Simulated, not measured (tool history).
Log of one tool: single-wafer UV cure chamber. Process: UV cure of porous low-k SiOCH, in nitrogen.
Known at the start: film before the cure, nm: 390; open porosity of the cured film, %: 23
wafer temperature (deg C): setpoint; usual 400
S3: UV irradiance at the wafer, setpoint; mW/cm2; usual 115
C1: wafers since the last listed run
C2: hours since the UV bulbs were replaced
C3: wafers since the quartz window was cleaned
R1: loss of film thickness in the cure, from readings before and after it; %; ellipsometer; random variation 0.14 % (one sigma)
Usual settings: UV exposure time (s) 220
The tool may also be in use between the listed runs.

{"run": 1, "hour": 0.0, "wafer temperature (deg C)": 400, "UV exposure time (s)": 220, "S3": 115, "C1": 0, "C2": 1457.8, "C3": 2508, "R1": 11.259}
{"run": 2, "hour": 58.4, "wafer temperature (deg C)": 400, "UV exposure time (s)": 220, "S3": 115, "C1": 351, "C2": 1516.2, "C3": 2860, "R1": 11.07}
{"hour": 67.0, "done": "quartz window cleaned"}
{"run": 3, "hour": 226.7, "wafer temperature (deg C)": 400, "UV exposure time (s)": 220, "S3": 115, "C1": 965, "C2": 1684.5, "C3": 961, "R1": 11.006}
{"run": 4, "hour": 282.3, "wafer temperature (deg C)": 405, "UV exposure time (s)": 220, "S3": 140, "C1": 334, "C2": 1740.1, "C3": 1296, "R1": 11.827}
{"run": 5, "hour": 374.0, "wafer temperature (deg C)": 405, "UV exposure time (s)": 220, "S3": 140, "C1": 552, "C2": 1831.8, "C3": 1848, "R1": 12.078}
{"run": 6, "hour": 420.5, "wafer temperature (deg C)": 405, "UV exposure time (s)": 220, "S3": 140, "C1": 280, "C2": 1878.3, "C3": 2128, "R1": 12.0}
{"run": 7, "hour": 462.9, "wafer temperature (deg C)": 390, "UV exposure time (s)": 220, "S3": 115, "C1": 255, "C2": 1920.7, "C3": 2384, "R1": 10.635}
{"run": 8, "hour": 491.1, "wafer temperature (deg C)": 400, "UV exposure time (s)": 220, "S3": 115, "C1": 169, "C2": 1948.9, "C3": 2553, "R1": 10.928}
{"hour": 533.9, "done": "quartz window cleaned"}
{"run": 9, "hour": 551.8, "wafer temperature (deg C)": 400, "UV exposure time (s)": 220, "S3": 115, "C1": 317, "C2": 2009.6, "C3": 107, "R1": 10.69}
{"hour": 617.4, "done": "UV bulbs replaced"}
{"run": 10, "hour": 617.9, "wafer temperature (deg C)": 414, "UV exposure time (s)": 110, "S3": 128, "C1": 349, "C2": 0.5, "C3": 457, "R1": 10.45}
{"run": 11, "hour": 667.1, "wafer temperature (deg C)": 390, "UV exposure time (s)": 220, "S3": 93, "C1": 296, "C2": 49.7, "C3": 753, "R1": 11.634}
{"run": 12, "hour": 718.7, "wafer temperature (deg C)": 400, "UV exposure time (s)": 220, "S3": 115, "C1": 310, "C2": 101.3, "C3": 1064, "R1": 12.942}
{"run": 13, "hour": 783.8, "wafer temperature (deg C)": 382, "UV exposure time (s)": 220, "S3": 149, "C1": 392, "C2": 166.4, "C3": 1456, "R1": 13.148}
{"run": 14, "hour": 837.5, "wafer temperature (deg C)": 400, "UV exposure time (s)": 220, "S3": 130, "C1": 323, "C2": 220.1, "C3": 1780, "R1": 13.002}
{"run": 15, "hour": 877.7, "wafer temperature (deg C)": 390, "UV exposure time (s)": 335, "S3": 142, "C1": 242, "C2": 260.3, "C3": 2022, "R1": 15.495}

Some steps in R1 between neighbouring runs. How much of each would the tool show without its hidden state too (settings, what came in, random variation), and how much is left for the hidden state, with any gauge scatter that isn't in both results?
The hidden state here: lamp output below its setpoint, %; transmission lost against a clean window, %.
Run 9 -> 10: wafer temperature (deg C) 400 -> 414, UV exposure time (s) 220 -> 110, S3 115 -> 128, UV bulbs replaced. R1 -0.240 %: hidden state +2.135, all else -2.375.
Run 14 -> 15: wafer temperature (deg C) 400 -> 390, UV exposure time (s) 220 -> 335, S3 130 -> 142. R1 +2.493 %: hidden state -0.152, all else +2.645.

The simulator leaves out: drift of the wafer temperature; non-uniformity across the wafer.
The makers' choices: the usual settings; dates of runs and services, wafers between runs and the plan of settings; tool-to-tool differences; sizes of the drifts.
